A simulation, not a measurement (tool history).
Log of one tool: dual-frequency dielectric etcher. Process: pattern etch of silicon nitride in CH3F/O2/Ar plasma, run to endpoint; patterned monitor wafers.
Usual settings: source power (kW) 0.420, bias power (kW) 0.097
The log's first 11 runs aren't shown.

run	day	source power (kW)	bias power (kW)	incoming incoming film thickness, nm	endpoint time (s)
# day 26.396: source power generator calibrated
12	28.904	0.420	0.097	23.34	31.1
13	30.196	0.420	0.092	23.47	31.9
14	31.854	0.420	0.097	23.28	31.1
# day 34.525: wet clean of the chamber
15	34.546	0.420	0.097	23.47	31.4
16	36.667	0.420	0.097	23.80	31.8
17	39.542	0.350	0.077	23.41	37.3
# day 41.696: upper electrode replaced, of another model than before
18	42.412	0.330	0.075	23.47	40.7
19	43.750	0.420	0.097	23.33	31.0
20	45.100	0.490	0.097	23.82	28.3
# day 45.304: bias power generator calibrated
21	46.283	0.420	0.112	23.40	29.6
22	47.408	0.420	0.097	23.33	30.6
23	49.575	0.420	0.090	23.50	31.6
# day 50.650: wet clean of the chamber
24	51.950	0.420	0.117	23.54	29.4
25	54.033	0.420	0.097	23.60	30.9
26	55.317	0.360	0.074	23.19	36.9
27	57.212	0.420	0.097	23.51	31.0
28	59.967	0.380	0.080	23.44	35.1
29	60.979	0.510	0.097	23.54	27.2
30	63.729	0.360	0.104	23.28	34.5
# day 65.250: wet clean of the chamber
31	65.271	0.420	0.097	23.71	31.3
32	66.258	0.470	0.118	23.38	26.8
33	69.450	0.450	0.076	23.43	30.9

Forecast each of these 3 alternatives for the next run:
A	69.467	0.500	0.097	23.43	?
B	69.467	0.490	0.081	23.43	?
C	69.467	0.500	0.077	23.43	?

run	endpoint time (s)
A	27.4
B	28.8
C	28.7
Without the tool's hidden state the same runs would have given:
run	endpoint time (s)
A	27.2
B	28.6
C	28.5

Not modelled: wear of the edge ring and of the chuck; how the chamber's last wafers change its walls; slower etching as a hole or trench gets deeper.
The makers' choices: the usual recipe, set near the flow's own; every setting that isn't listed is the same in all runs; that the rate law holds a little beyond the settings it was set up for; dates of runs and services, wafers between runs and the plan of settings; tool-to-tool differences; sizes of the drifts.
